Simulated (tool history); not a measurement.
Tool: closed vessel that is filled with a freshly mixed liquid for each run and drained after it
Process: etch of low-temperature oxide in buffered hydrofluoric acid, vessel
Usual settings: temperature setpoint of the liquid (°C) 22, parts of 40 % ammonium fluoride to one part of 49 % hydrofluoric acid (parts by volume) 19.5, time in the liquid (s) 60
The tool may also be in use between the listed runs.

run	hour	temperature setpoint of the liquid (°C)	parts of 40 % ammonium fluoride to one part of 49 % hydrofluoric acid (parts by volume)	time in the liquid (s)	wafers since the last listed run	hours since the thermometer was replaced	hours since the hydrofluoric acid flow meter was replaced	hours since the gauge calibration	read-back film thickness of the low-temperature oxide reference wafer, read on the same gauge (nm)	thickness taken off the low-temperature oxide on a monitor wafer (Å)
1	0	22	19.5	60	0	1694.3	1274.6	310.3	150.01	1606.8
2	6.9	22	19.5	60	521	1701.2	1281.5	317.2	150	1622
3	16.1	22	19.5	60	695	1710.4	1290.7	326.4	150	1605.6
4	29.8	22	25	60	1035	1724.1	1304.4	340.1	150	1329.9
5	44.1	22	13	60	1081	1738.4	1318.7	354.4	149.99	2439.9
6	53.1	22	13	60	680	1747.4	1327.7	363.4	150.01	2410.6
7	62.4	22	13	60	703	1756.7	1337	372.7	150	2394.5
8	74.8	22	19.5	60	937	1769.1	1349.4	385.1	150.01	1626.2
9	89	22	19.5	60	1073	1783.3	1363.6	399.3	149.99	1629.2
10	103.4	22	21.5	60	1088	1797.7	1378	413.7	150.03	1473.3
# hour 113.5: gauge calibrated
11	120.8	22	19.5	60	1315	1815.1	1395.4	7.3	150.01	1627.9
12	135.5	22	19.5	60	1111	1829.8	1410.1	22	150.01	1640.3
13	147.2	22	19.5	60	884	1841.5	1421.8	33.7	150	1602.4
14	164	20	19.5	60	1270	1858.3	1438.6	50.5	150	1449.1
15	180.3	22	19.5	75	1232	1874.6	1454.9	66.8	149.99	2036.5
16	197.4	22	12.5	60	1293	1891.7	1472	83.9	149.99	2508.2
17	208.7	22	19.5	60	854	1903	1483.3	95.2	150.01	1610.6
18	219.5	25	24.5	60	816	1913.8	1494.1	106	150	1577.1
# hour 221.7: hydrofluoric acid flow meter replaced
19	227.1	22	17	60	499	1921.4	5.4	113.6	149.99	1693.3
20	234.5	22	19.5	30	559	1928.8	12.8	121	150.03	739.6
# hour 242.1: thermometer replaced
21	243.6	22	19.5	60	612	1.5	21.9	130.1	150.02	1616
22	260.2	18.5	19.5	90	1255	18.1	38.5	146.7	149.99	1979.9
23	273.9	22	24.5	60	1035	31.8	52.2	160.4	150	1360.4
24	288.1	24	15	60	1073	46	66.4	174.6	149.99	2339.9
25	302.8	20.5	19.5	60	1111	60.7	81.1	189.3	149.97	1471
26	309.9	25.5	27	90	536	67.8	88.2	196.4	150.02	2271.7
27	325.5	19	22	40	1179	83.4	103.8	212	150.01	820.5
28	339.9	19	13	80	1088	97.8	118.2	226.4	150	2716.8
29	348	22	19.5	60	612	105.9	126.3	234.5	150	1613.3
30	363	22	14	60	1134	120.9	141.3	249.5	150	2236
31	374.2	22	19.5	60	846	132.1	152.5	260.7	149.99	1609.1
32	388.4	22	24.5	60	1073	146.3	166.7	274.9	150.01	1336.8

4 ways to go on from here, each from the tool as it stands after run 32. What would each give?
A	389.1	24	19.5	60	52	147	167.4	275.6	?	?
B	389.1	18	24	90	52	147	167.4	275.6	?	?
C	389.1	20	26	85	52	147	167.4	275.6	?	?
D	389.1	24.5	24.5	80	52	147	167.4	275.6	?	?

run	read-back film thickness of the low-temperature oxide reference wafer, read on the same gauge (nm)	thickness taken off the low-temperature oxide on a monitor wafer (Å)
A	150.01	1789.2
B	150.01	1638.5
C	150.01	1639.9
D	150.01	2064.8
Without the tool's hidden state the same runs would have given:
run	thickness taken off the low-temperature oxide on a monitor wafer (Å)
A	1772.3
B	1635.5
C	1636.7
D	2060.1
